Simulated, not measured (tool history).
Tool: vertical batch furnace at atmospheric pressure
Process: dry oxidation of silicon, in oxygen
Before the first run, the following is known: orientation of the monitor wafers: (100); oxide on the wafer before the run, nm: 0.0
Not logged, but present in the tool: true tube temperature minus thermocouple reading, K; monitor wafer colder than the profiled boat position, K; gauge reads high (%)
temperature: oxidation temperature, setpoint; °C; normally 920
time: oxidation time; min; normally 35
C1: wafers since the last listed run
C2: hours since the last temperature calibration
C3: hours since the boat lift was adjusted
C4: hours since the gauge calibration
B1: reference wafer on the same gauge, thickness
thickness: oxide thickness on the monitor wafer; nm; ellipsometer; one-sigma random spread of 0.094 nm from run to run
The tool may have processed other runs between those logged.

Run 1, day 0: usual settings but temperature 939 °C, time 23.5 min; C1 0; C2 1511.4; C3 1102.6; C4 603.5; B1 18.18. Result: thickness 17.25 nm.
Run 2, day 1.379: usual settings but temperature 939 °C, time 23.5 min; C1 623; C2 1544.5; C3 1135.7; C4 636.6; B1 18.18. Result: thickness 17.45 nm.
Run 3, day 4.004: usual settings but temperature 902 °C, time 42.5 min; C1 1186; C2 1607.5; C3 1198.7; C4 699.6; B1 18.21. Result: thickness 17.79 nm.
Run 4, day 5.204: usual settings but temperature 902 °C, time 42.5 min; C1 542; C2 1636.3; C3 1227.5; C4 728.4; B1 18.2. Result: thickness 17.76 nm.
Run 5, day 7.554: usual settings but temperature 903 °C; C1 1062; C2 1692.7; C3 1283.9; C4 784.8; B1 18.21. Result: thickness 15.56 nm.
Run 6, day 8.704: usual settings but temperature 903 °C; C1 519; C2 1720.3; C3 1311.5; C4 812.4; B1 18.2. Result: thickness 15.72 nm.
Run 7, day 11.671: usual settings but temperature 903 °C; C1 1341; C2 1791.5; C3 1382.7; C4 883.6; B1 18.2. Result: thickness 15.63 nm.
Run 8, day 14.421: usual settings but temperature 930 °C; C1 1243; C2 1857.5; C3 1448.7; C4 949.6; B1 18.21. Result: thickness 20.43 nm.
Run 9, day 15.558: usual settings but time 45 min; C1 514; C2 1884.8; C3 1476; C4 976.9; B1 18.2. Result: thickness 21.99 nm.
Run 10, day 18.129: usual settings but time 45 min; C1 1162; C2 1946.5; C3 1537.7; C4 1038.6; B1 18.21. Result: thickness 21.92 nm.
Run 11, day 21.042: usual settings but time 45 min; C1 1316; C2 2016.4; C3 1607.6; C4 1108.5; B1 18.21. Result: thickness 22.1 nm.
Run 12, day 23.058: usual settings but temperature 937 °C; C1 911; C2 2064.8; C3 1656; C4 1156.9; B1 18.21. Result: thickness 22.23 nm.
At day 24.921: thermocouples replaced and temperature profile calibrated.
Run 13, day 24.942: usual settings but temperature 937 °C; C1 399; C2 0.5; C3 1701.2; C4 1202.1; B1 18.17. Result: thickness 21.6 nm.
Run 14, day 25.871: usual settings; C1 420; C2 22.8; C3 1723.5; C4 1224.4; B1 18.2. Result: thickness 18.21 nm.
Run 15, day 27.871: usual settings; C1 904; C2 70.8; C3 1771.5; C4 1272.4; B1 18.19. Result: thickness 18.1 nm.
Run 16, day 29.012: usual settings; C1 516; C2 98.2; C3 1798.9; C4 1299.8; B1 18.17. Result: thickness 17.93 nm.
Run 17, day 30.442: usual settings but time 28.5 min; C1 646; C2 132.5; C3 1833.2; C4 1334.1; B1 18.19. Result: thickness 15.75 nm.
Run 18, day 32.471: usual settings but time 43.5 min; C1 917; C2 181.2; C3 1881.9; C4 1382.8; B1 18.2. Result: thickness 20.98 nm.
Run 19, day 33.933: usual settings; C1 661; C2 216.3; C3 1917; C4 1417.9; B1 18.22. Result: thickness 18.25 nm.
At day 35.888: gauge calibrated.
Run 20, day 36.554: usual settings but temperature 932 °C, time 24 min; C1 1185; C2 279.2; C3 1979.9; C4 16; B1 18.18. Result: thickness 16.05 nm.
Run 21, day 37.775: usual settings; C1 551; C2 308.5; C3 2009.2; C4 45.3; B1 18.21. Result: thickness 18.21 nm.
Run 22, day 39.862: usual settings but temperature 910 °C; C1 943; C2 358.6; C3 2059.3; C4 95.4; B1 18.21. Result: thickness 16.54 nm.
Run 23, day 42.738: usual settings but temperature 902 °C, time 46.5 min; C1 1299; C2 427.6; C3 2128.3; C4 164.4; B1 18.2. Result: thickness 18.59 nm.
Run 24, day 44.412: usual settings but temperature 936 °C, time 49 min; C1 757; C2 467.8; C3 2168.5; C4 204.6; B1 18.19. Result: thickness 26.8 nm.
At day 45.658: boat lift adjusted.
Run 25, day 46.667: usual settings but temperature 932 °C; C1 567; C2 521.9; C3 24.2; C4 258.7; B1 18.19. Result: thickness 20.67 nm.
Run 26, day 49.504: usual settings but time 50 min; C1 1282; C2 590; C3 92.3; C4 326.8; B1 18.2. Result: thickness 23.31 nm.
Run 27, day 52.471: usual settings but temperature 900 °C, time 49 min; C1 1341; C2 661.2; C3 163.5; C4 398; B1 18.21. Result: thickness 18.92 nm.
Run 28, day 54.188: usual settings but temperature 903 °C, time 49.5 min; C1 776; C2 702.4; C3 204.7; C4 439.2; B1 18.19. Result: thickness 19.57 nm.
Run 29, day 57.954: usual settings but temperature 939 °C, time 27.5 min; C1 1703; C2 792.8; C3 295.1; C4 529.6; B1 18.19. Result: thickness 19.19 nm.
Run 30, day 60.408: usual settings; C1 1109; C2 851.7; C3 354; C4 588.5; B1 18.2. Result: thickness 18.43 nm.
Run 31, day 63.008: usual settings but temperature 902 °C; C1 1175; C2 914.1; C3 416.4; C4 650.9; B1 18.21. Result: thickness 15.51 nm.
Run 32, day 64.208: usual settings but temperature 939 °C, time 23.5 min; C1 542; C2 942.9; C3 445.2; C4 679.7; B1 18.19. Result: thickness 17.34 nm.
Run 33, day 66.271: usual settings but temperature 927 °C; C1 932; C2 992.4; C3 494.7; C4 729.2; B1 18.21. Result: thickness 19.84 nm.
Run 34, day 67.4: usual settings; C1 510; C2 1019.5; C3 521.8; C4 756.3; B1 18.21. Result: thickness 18.71 nm.

Subtracting, for every run, the result it would have given without the tool's unlogged condition from the measured result gives the following. The same run-to-run variation enters both numbers; the gauge's scatter may not:
run  thickness
  1      +0.77
  2      +0.78
  3       +0.7
  4       +0.7
  5      +0.62
  6      +0.64
  7      +0.64
  8       +0.8
  9       +0.8
 10      +0.81
 11      +0.82
 12      +0.97
 13      +0.14
 14      +0.13
 15      +0.17
 16       +0.2
 17       +0.2
 18      +0.31
 19       +0.3
 20      +0.33
 21      +0.36
 22      +0.38
 23      +0.48
 24      +0.74
 25      +0.58
 26      +0.65
 27      +0.61
 28      +0.64
 29      +0.75
 30      +0.61
 31      +0.58
 32      +0.74
 33       +0.7
 34      +0.66

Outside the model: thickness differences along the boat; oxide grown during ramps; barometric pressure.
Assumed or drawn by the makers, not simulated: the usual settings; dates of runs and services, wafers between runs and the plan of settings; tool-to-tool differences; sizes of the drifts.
